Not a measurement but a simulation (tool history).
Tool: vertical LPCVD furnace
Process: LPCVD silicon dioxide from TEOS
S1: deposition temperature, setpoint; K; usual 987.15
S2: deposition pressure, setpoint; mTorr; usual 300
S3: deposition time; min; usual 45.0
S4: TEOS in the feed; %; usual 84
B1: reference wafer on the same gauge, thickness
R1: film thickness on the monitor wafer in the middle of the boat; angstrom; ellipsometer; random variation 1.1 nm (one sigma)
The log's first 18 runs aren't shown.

Run 19, hour 414.0: usual settings but S1 977.15 K, S3 35.5 min, S4 95 %; B1 514.19. Result: R1 3475.2 angstrom.
Run 20, hour 449.9: usual settings but S2 355 mTorr, S3 36.0 min, S4 79 %; B1 514.89. Result: R1 4383.5 angstrom.
Run 21, hour 475.3: usual settings but S2 335 mTorr, S4 97 %; B1 514.93. Result: R1 5908.3 angstrom.
At hour 490.5: gauge calibrated.
Run 22, hour 491.5: usual settings but S1 992.15 K, S2 350 mTorr; B1 506.18. Result: R1 6205.8 angstrom.
Run 23, hour 506.8: usual settings but S1 979.15 K, S2 240 mTorr, S3 59.0 min, S4 79 %; B1 506.53. Result: R1 4847.7 angstrom.
Run 24, hour 529.1: usual settings; B1 506.53. Result: R1 5125.8 angstrom.
Run 25, hour 563.1: usual settings but S2 250 mTorr, S3 35.5 min, S4 79 %; B1 507.26. Result: R1 3563.0 angstrom.
Run 26, hour 596.7: usual settings but S1 998.15 K; B1 507.50. Result: R1 6548.6 angstrom.
Run 27, hour 609.0: usual settings but S3 38.0 min; B1 507.77. Result: R1 4314.3 angstrom.
Run 28, hour 637.7: usual settings but S3 37.0 min; B1 507.89. Result: R1 4217.0 angstrom.
Run 29, hour 667.7: usual settings but S1 978.15 K, S2 365 mTorr, S4 97 %; B1 508.27. Result: R1 4963.6 angstrom.
Run 30, hour 690.6: usual settings but S3 57.5 min, S4 74 %; B1 508.91. Result: R1 6176.2 angstrom.
Run 31, hour 719.7: usual settings but S3 60.5 min; B1 509.06. Result: R1 6905.3 angstrom.
Run 32, hour 751.7: usual settings but S3 50.5 min; B1 509.49. Result: R1 5747.2 angstrom.

Forecast each of these 3 alternatives for the next run:
Run A, hour 756.0: usual settings; B1 ?. Result: R1 ?.
Run B, hour 756.0: usual settings but S1 995.15 K, S2 245 mTorr, S4 70 %; B1 ?. Result: R1 ?.
Run C, hour 756.0: usual settings but S4 95 %; B1 ?. Result: R1 ?.

run      B1      R1
  A  509.52  5145.2
  B  509.52  5078.2
  C  509.52  5471.8
Without the tool's hidden state the same runs would have given:
run      R1
  A  5119.5
  B  5052.8
  C  5444.4
